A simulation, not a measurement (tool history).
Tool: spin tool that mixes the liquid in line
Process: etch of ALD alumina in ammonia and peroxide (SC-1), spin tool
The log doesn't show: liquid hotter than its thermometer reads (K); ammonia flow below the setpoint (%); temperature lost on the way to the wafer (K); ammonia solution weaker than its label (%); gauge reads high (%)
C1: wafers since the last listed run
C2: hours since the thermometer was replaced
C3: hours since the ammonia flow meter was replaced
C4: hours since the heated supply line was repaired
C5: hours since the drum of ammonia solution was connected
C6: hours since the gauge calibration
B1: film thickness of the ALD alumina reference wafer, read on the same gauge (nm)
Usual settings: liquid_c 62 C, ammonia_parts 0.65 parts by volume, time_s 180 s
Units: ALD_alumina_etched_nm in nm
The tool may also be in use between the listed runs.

run 1 hour=0 | liquid_c=62 ammonia_parts=0.65 time_s=150 | C1=0 C2=853.6 C3=958.3 C4=2076 C5=224.3 C6=1229.2 | B1=50.02 | ALD_alumina_etched_nm=13.32
run 2 hour=75 | liquid_c=62 ammonia_parts=0.65 time_s=150 | C1=452 C2=928.6 C3=1033.3 C4=2151 C5=299.3 C6=1304.2 | B1=49.99 | ALD_alumina_etched_nm=13.35
-- hour=121 new drum of ammonia solution connected
run 3 hour=181.7 | liquid_c=62 ammonia_parts=0.65 time_s=180 | C1=638 C2=1035.3 C3=1140 C4=2257.7 C5=60.7 C6=1410.9 | B1=50 | ALD_alumina_etched_nm=16.14
run 4 hour=282.1 | liquid_c=62 ammonia_parts=0.65 time_s=180 | C1=606 C2=1135.7 C3=1240.4 C4=2358.1 C5=161.1 C6=1511.3 | B1=50.01 | ALD_alumina_etched_nm=16.02
run 5 hour=376 | liquid_c=62 ammonia_parts=0.65 time_s=180 | C1=567 C2=1229.6 C3=1334.3 C4=2452 C5=255 C6=1605.2 | B1=50.03 | ALD_alumina_etched_nm=15.74
run 6 hour=462.8 | liquid_c=62 ammonia_parts=0.5 time_s=180 | C1=524 C2=1316.4 C3=1421.1 C4=2538.8 C5=341.8 C6=1692 | B1=50.02 | ALD_alumina_etched_nm=15.37
run 7 hour=504.5 | liquid_c=62 ammonia_parts=0.5 time_s=180 | C1=251 C2=1358.1 C3=1462.8 C4=2580.5 C5=383.5 C6=1733.7 | B1=50 | ALD_alumina_etched_nm=15.53
-- hour=555.6 new drum of ammonia solution connected
run 8 hour=578.6 | liquid_c=62 ammonia_parts=0.55 time_s=100 | C1=441 C2=1432.2 C3=1536.9 C4=2654.6 C5=23 C6=1807.8 | B1=50.02 | ALD_alumina_etched_nm=8.65
-- hour=759.4 heated supply line repaired
run 9 hour=769.6 | liquid_c=62 ammonia_parts=0.65 time_s=260 | C1=1147 C2=1623.2 C3=1727.9 C4=10.2 C5=214 C6=1998.8 | B1=49.98 | ALD_alumina_etched_nm=25.8
-- hour=787 gauge calibrated
run 10 hour=871.6 | liquid_c=62 ammonia_parts=0.65 time_s=260 | C1=616 C2=1725.2 C3=1829.9 C4=112.2 C5=316 C6=84.6 | B1=50.01 | ALD_alumina_etched_nm=26.02
-- hour=923.5 new drum of ammonia solution connected
run 11 hour=945.7 | liquid_c=57.5 ammonia_parts=0.65 time_s=180 | C1=441 C2=1799.3 C3=1904 C4=186.3 C5=22.2 C6=158.7 | B1=49.98 | ALD_alumina_etched_nm=14.44
run 12 hour=1022.1 | liquid_c=62 ammonia_parts=0.75 time_s=180 | C1=461 C2=1875.7 C3=1980.4 C4=262.7 C5=98.6 C6=235.1 | B1=49.98 | ALD_alumina_etched_nm=18.15
-- hour=1086 ammonia flow meter replaced
run 13 hour=1126.3 | liquid_c=62 ammonia_parts=0.65 time_s=180 | C1=623 C2=1979.9 C3=40.3 C4=366.9 C5=202.8 C6=339.3 | B1=50 | ALD_alumina_etched_nm=17.73
run 14 hour=1177.2 | liquid_c=68.5 ammonia_parts=0.65 time_s=180 | C1=307 C2=2030.8 C3=91.2 C4=417.8 C5=253.7 C6=390.2 | B1=50.01 | ALD_alumina_etched_nm=24.59
run 15 hour=1249.5 | liquid_c=62 ammonia_parts=0.75 time_s=180 | C1=436 C2=2103.1 C3=163.5 C4=490.1 C5=326 C6=462.5 | B1=50.04 | ALD_alumina_etched_nm=18.04
run 16 hour=1333.2 | liquid_c=62 ammonia_parts=0.95 time_s=180 | C1=505 C2=2186.8 C3=247.2 C4=573.8 C5=409.7 C6=546.2 | B1=50 | ALD_alumina_etched_nm=18.23
-- hour=1357.1 new drum of ammonia solution connected
run 17 hour=1441.2 | liquid_c=62 ammonia_parts=0.65 time_s=180 | C1=646 C2=2294.8 C3=355.2 C4=681.8 C5=84.1 C6=654.2 | B1=50.01 | ALD_alumina_etched_nm=17.39
-- hour=1446.9 thermometer replaced
run 18 hour=1547.8 | liquid_c=66 ammonia_parts=0.75 time_s=105 | C1=637 C2=100.9 C3=461.8 C4=788.4 C5=190.7 C6=760.8 | B1=50.01 | ALD_alumina_etched_nm=12.81
run 19 hour=1644.4 | liquid_c=53.5 ammonia_parts=0.65 time_s=275 | C1=583 C2=197.5 C3=558.4 C4=885 C5=287.3 C6=857.4 | B1=50.01 | ALD_alumina_etched_nm=16.95
run 20 hour=1734.6 | liquid_c=62 ammonia_parts=0.65 time_s=180 | C1=544 C2=287.7 C3=648.6 C4=975.2 C5=377.5 C6=947.6 | B1=50.04 | ALD_alumina_etched_nm=17
-- hour=1741.7 new drum of ammonia solution connected
run 21 hour=1794.8 | liquid_c=62 ammonia_parts=0.65 time_s=180 | C1=357 C2=347.9 C3=708.8 C4=1035.4 C5=53.1 C6=1007.8 | B1=49.99 | ALD_alumina_etched_nm=17.49
run 22 hour=1862.8 | liquid_c=68.5 ammonia_parts=0.35 time_s=285 | C1=410 C2=415.9 C3=776.8 C4=1103.4 C5=121.1 C6=1075.8 | B1=50.01 | ALD_alumina_etched_nm=35.75
run 23 hour=1951.5 | liquid_c=62 ammonia_parts=0.55 time_s=230 | C1=535 C2=504.6 C3=865.5 C4=1192.1 C5=209.8 C6=1164.5 | B1=50 | ALD_alumina_etched_nm=21.4

Forecast each of these 5 alternatives for the next run:
run A hour=1952 | liquid_c=62 ammonia_parts=0.65 time_s=180 | C1=3 C2=505.1 C3=866 C4=1192.6 C5=210.3 C6=1165 | B1=? | ALD_alumina_etched_nm=?
run B hour=1952 | liquid_c=58 ammonia_parts=0.65 time_s=280 | C1=3 C2=505.1 C3=866 C4=1192.6 C5=210.3 C6=1165 | B1=? | ALD_alumina_etched_nm=?
run C hour=1952 | liquid_c=70 ammonia_parts=0.65 time_s=180 | C1=3 C2=505.1 C3=866 C4=1192.6 C5=210.3 C6=1165 | B1=? | ALD_alumina_etched_nm=?
run D hour=1952 | liquid_c=68.5 ammonia_parts=0.5 time_s=180 | C1=3 C2=505.1 C3=866 C4=1192.6 C5=210.3 C6=1165 | B1=? | ALD_alumina_etched_nm=?
run E hour=1952 | liquid_c=69 ammonia_parts=0.65 time_s=180 | C1=3 C2=505.1 C3=866 C4=1192.6 C5=210.3 C6=1165 | B1=? | ALD_alumina_etched_nm=?

run=A B1=50.03 ALD_alumina_etched_nm=16.99
run=B B1=50.03 ALD_alumina_etched_nm=21.49
run=C B1=50.03 ALD_alumina_etched_nm=25.28
run=D B1=50.03 ALD_alumina_etched_nm=22.93
run=E B1=50.03 ALD_alumina_etched_nm=24.08
Without the tool's hidden state the same runs would have given:
run=A ALD_alumina_etched_nm=18.04
run=B ALD_alumina_etched_nm=22.85
run=C ALD_alumina_etched_nm=26.76
run=D ALD_alumina_etched_nm=24.28
run=E ALD_alumina_etched_nm=25.5

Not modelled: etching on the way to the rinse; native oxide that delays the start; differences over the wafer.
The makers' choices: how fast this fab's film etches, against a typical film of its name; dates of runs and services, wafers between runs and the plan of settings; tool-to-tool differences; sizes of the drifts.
